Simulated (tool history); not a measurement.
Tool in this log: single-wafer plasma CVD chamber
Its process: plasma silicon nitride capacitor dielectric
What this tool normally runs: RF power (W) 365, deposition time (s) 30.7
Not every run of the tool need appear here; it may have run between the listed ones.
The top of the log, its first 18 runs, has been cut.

run	hour	RF power (W)	deposition time (s)	read-back reference wafer on the same gauge, thickness_nm	mean film thickness on the monitor wafer (nm)
19	559.8	365	30.7	38.53	41.454
20	591.6	365	30.7	38.521	41.7
# hour 601.9: gauge calibrated
21	611.1	320	30.7	38.504	39.741
22	642	420	29.1	38.512	40.692
23	670.4	365	30.7	38.549	40.884
24	693.1	430	24.9	38.465	34.924
25	715.2	365	30.7	38.466	41.365
26	743.9	325	30.7	38.537	39.913
27	759	365	30.7	38.527	41.446
# hour 788.6: showerhead replaced
28	791.7	405	36.6	38.484	51.14
29	823.2	310	30.7	38.499	39.633
30	858.1	365	30.7	38.55	41.046
31	897.3	365	36.3	38.477	49.18
32	912.2	365	27.8	38.511	37.298
33	945.1	345	26.3	38.525	34.897
34	970.1	295	33	38.534	42.216
35	988.6	365	28.1	38.519	37.833
36	1012	300	28.7	38.507	36.605
37	1032.9	425	34.7	38.505	48.595
38	1051.1	385	36.3	38.499	49.48
39	1130.1	405	30.7	38.475	42.7
40	1152.4	390	30.7	38.5	42.184
41	1167.1	320	27	38.511	35.046
42	1194.2	365	34.2	38.489	46.166

5 options for the next run, each taken on its own from the tool as it stands now. Forecast them:
A	1194.6	365	33.8	?	?
B	1194.6	340	34.1	?	?
C	1194.6	340	33	?	?
D	1194.6	435	27.7	?	?
E	1194.6	295	27.9	?	?

run	read-back reference wafer on the same gauge, thickness_nm	mean film thickness on the monitor wafer (nm)
A	38.534	45.411
B	38.534	44.932
C	38.534	43.482
D	38.534	39.067
E	38.534	35.373
The same runs, with their run-to-run variation unchanged, on a tool lacking any hidden condition would have given:
run	mean film thickness on the monitor wafer (nm)
A	45.411
B	44.932
C	43.482
D	39.067
E	35.373

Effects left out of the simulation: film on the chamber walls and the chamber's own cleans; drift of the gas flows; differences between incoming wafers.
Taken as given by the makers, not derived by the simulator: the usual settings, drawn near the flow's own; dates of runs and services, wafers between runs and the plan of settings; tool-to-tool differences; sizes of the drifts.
